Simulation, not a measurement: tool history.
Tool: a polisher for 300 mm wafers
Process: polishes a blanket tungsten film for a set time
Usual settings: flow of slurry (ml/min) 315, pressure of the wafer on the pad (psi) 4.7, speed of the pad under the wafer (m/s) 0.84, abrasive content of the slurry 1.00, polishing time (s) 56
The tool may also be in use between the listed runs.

run	hour	flow of slurry (ml/min)	pressure of the wafer on the pad (psi)	speed of the pad under the wafer (m/s)	abrasive content of the slurry	polishing time (s)	incoming thickness of the incoming film, nm	film removed (angstrom)
1	0.0	315	4.7	1.04	1.00	56	779.8	2610
# hour 26.3: worn pad replaced by a new one
2	34.4	315	4.7	0.84	1.25	56	778.8	2414
# hour 36.7: slurry tank refilled with fresh slurry and peroxide
3	48.1	315	4.7	0.84	1.00	56	787.3	2257
4	68.7	315	4.7	0.84	1.00	56	778.0	2254
# hour 71.3: slurry blender recalibrated
5	91.6	315	4.7	0.84	1.00	56	775.6	2368
6	115.6	315	4.7	0.84	1.00	49	778.1	2034
7	140.0	315	4.7	0.84	1.00	49	772.6	2027
# hour 171.0: worn pad replaced by a new one
8	171.5	315	4.7	0.84	1.00	56	792.3	2248
9	188.5	315	4.7	0.84	1.00	56	775.9	2282
10	209.0	315	4.7	0.84	1.00	56	775.5	2283
11	226.5	215	4.7	0.84	1.00	49	778.9	1890
# hour 241.0: slurry tank refilled with fresh slurry and peroxide
12	253.1	315	4.7	0.74	1.20	71	776.3	2696
# hour 269.6: slurry nozzle cleaned
# hour 270.4: head pressure recalibrated
13	278.6	315	5.9	1.04	1.25	56	785.4	3474
14	294.9	380	5.2	1.14	1.00	75	771.9	4147
15	318.1	315	4.7	0.84	1.00	56	788.7	2221
# hour 341.6: worn pad replaced by a new one
16	342.1	410	4.7	0.84	1.00	56	778.1	2236
17	355.2	315	4.7	1.06	1.00	76	771.1	3573
18	381.0	230	5.4	0.84	0.70	56	789.0	2221
# hour 396.3: slurry blender recalibrated
19	408.1	315	4.7	0.84	1.10	66	765.7	2892
20	430.1	315	4.7	0.84	1.00	56	781.4	2371
21	453.4	205	4.7	0.84	1.00	56	783.8	2244
# hour 462.5: slurry tank refilled with fresh slurry and peroxide
22	476.4	425	4.7	0.84	1.30	49	780.7	2228
# hour 509.9: worn pad replaced by a new one
23	537.3	315	4.7	0.84	1.00	56	792.4	2262
24	622.4	315	4.7	0.84	1.00	56	781.1	2262
25	641.6	315	5.3	1.02	1.00	56	795.5	2910
# hour 655.2: worn pad replaced by a new one
26	672.5	315	5.9	0.84	1.00	56	778.5	2818

4 ways to go on from here, each from the tool as it stands after run 26. What would each give?
A	672.9	315	4.7	1.02	1.00	56	781.2	?
B	672.9	260	5.1	1.12	1.25	56	781.2	?
C	672.9	315	4.7	0.84	1.00	64	781.2	?
D	672.9	380	4.7	0.84	1.00	56	781.2	?

run	film removed (angstrom)
A	2569
B	3127
C	2562
D	2273
Without the tool's hidden state the same runs would have given:
run	film removed (angstrom)
A	2776
B	3386
C	2768
D	2455
